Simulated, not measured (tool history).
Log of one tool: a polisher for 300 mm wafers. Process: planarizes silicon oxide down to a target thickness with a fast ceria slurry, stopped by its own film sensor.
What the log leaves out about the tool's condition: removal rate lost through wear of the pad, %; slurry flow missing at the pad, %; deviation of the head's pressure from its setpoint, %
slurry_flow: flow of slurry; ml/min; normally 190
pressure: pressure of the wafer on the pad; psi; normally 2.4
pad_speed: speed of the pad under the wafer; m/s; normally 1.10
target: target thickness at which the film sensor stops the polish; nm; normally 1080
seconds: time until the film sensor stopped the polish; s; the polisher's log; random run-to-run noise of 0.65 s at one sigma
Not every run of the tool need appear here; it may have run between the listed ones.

run,day,slurry_flow,pressure,pad_speed,target,wafers since the last listed run,wafers polished on this pad,hours since the slurry nozzle was cleaned,hours since the head pressure was calibrated,"incoming thickness of the incoming film, nm",seconds
1,0.000,190,2.4,0.84,1080,0,3329,381.2,366.0,1732.2,47.4
2,2.508,190,2.4,1.10,1080,722,4052,441.4,426.2,1768.2,40.0
# day 3.583: worn pad replaced by a new one
3,5.004,190,2.4,1.10,1080,670,408,501.3,486.1,1723.0,38.1
4,7.333,160,2.4,1.10,1080,670,1079,557.2,542.0,1743.7,40.8
5,9.104,160,2.4,1.10,1080,510,1589,599.7,584.5,1780.2,41.2
6,14.929,160,2.4,1.10,1080,1678,3268,739.5,724.3,1742.8,40.1
# day 16.029: slurry nozzle cleaned
7,17.754,220,1.8,1.10,1080,801,4069,41.4,792.1,1750.6,50.1
# day 17.925: worn pad replaced by a new one
8,19.250,220,1.8,1.10,1080,382,381,77.3,828.0,1733.0,48.6
9,21.771,220,1.8,1.10,1080,726,1107,137.8,888.5,1751.4,51.5
10,23.425,190,2.4,1.10,1080,476,1584,177.5,928.2,1743.6,38.2
11,24.833,190,2.4,1.10,1080,405,1990,211.3,962.0,1778.2,40.4
12,27.825,190,2.4,1.10,1080,861,2851,283.1,1033.8,1778.7,40.5
13,28.912,190,2.4,1.22,1080,313,3165,309.2,1059.9,1748.2,35.6
14,30.096,190,2.4,1.22,1080,340,3506,337.6,1088.3,1788.7,37.4
15,32.058,190,2.4,1.10,1080,565,4071,384.7,1135.4,1763.3,39.1
# day 32.821: worn pad replaced by a new one
# day 33.650: head pressure recalibrated
16,34.850,150,2.7,0.92,972,732,560,451.7,28.8,1762.4,48.4
17,37.392,155,2.4,0.94,1080,732,1292,512.7,89.8,1759.7,46.2
18,39.262,145,2.4,1.10,1080,538,1831,557.6,134.7,1750.9,41.0
19,41.008,190,3.2,1.10,1217,502,2334,599.5,176.6,1779.8,24.5
20,42.338,230,3.1,1.44,1080,382,2717,631.4,208.5,1760.6,24.3
# day 43.138: slurry nozzle cleaned
21,45.292,245,2.4,1.00,1080,839,3556,51.7,279.4,1777.7,42.3
22,46.333,190,3.0,1.22,1080,300,3856,76.7,304.4,1771.8,29.3
# day 48.571: worn pad replaced by a new one
23,48.850,190,1.9,1.22,1080,676,80,137.1,364.8,1745.2,44.5
24,50.833,230,2.9,1.10,1011,571,652,184.7,412.4,1790.7,36.9
25,53.112,225,2.4,0.80,964,656,1308,239.4,467.1,1755.1,55.7
26,55.671,190,2.4,1.10,1080,737,2045,300.8,528.5,1733.2,37.7
# day 62.225: worn pad replaced by a new one
27,63.133,190,2.4,1.10,1080,2101,261,479.9,707.6,1785.8,40.4
28,64.758,190,2.4,0.98,1080,468,729,518.9,746.6,1764.6,43.2
29,66.692,230,2.9,1.10,1011,556,1286,565.3,793.0,1773.9,35.1
30,69.550,190,1.7,0.86,1080,823,2109,633.9,861.6,1746.8,66.1

How the hidden state differs across the entries between the runs, from the last listed run before each to the first after it:
From run 2 to run 3: worn pad replaced by a new one (day 3.583)
  nothing in the hidden state changes from one run to the other
From run 6 to run 7: slurry nozzle cleaned (day 16.029)
  nothing in the hidden state changes from one run to the other
From run 7 to run 8: worn pad replaced by a new one (day 17.925)
  nothing in the hidden state changes from one run to the other
From run 15 to run 16: worn pad replaced by a new one (day 32.821); head pressure recalibrated (day 33.650)
  nothing in the hidden state changes from one run to the other
From run 20 to run 21: slurry nozzle cleaned (day 43.138)
  nothing in the hidden state changes from one run to the other
From run 22 to run 23: worn pad replaced by a new one (day 48.571)
  nothing in the hidden state changes from one run to the other
From run 26 to run 27: worn pad replaced by a new one (day 62.225)
  nothing in the hidden state changes from one run to the other
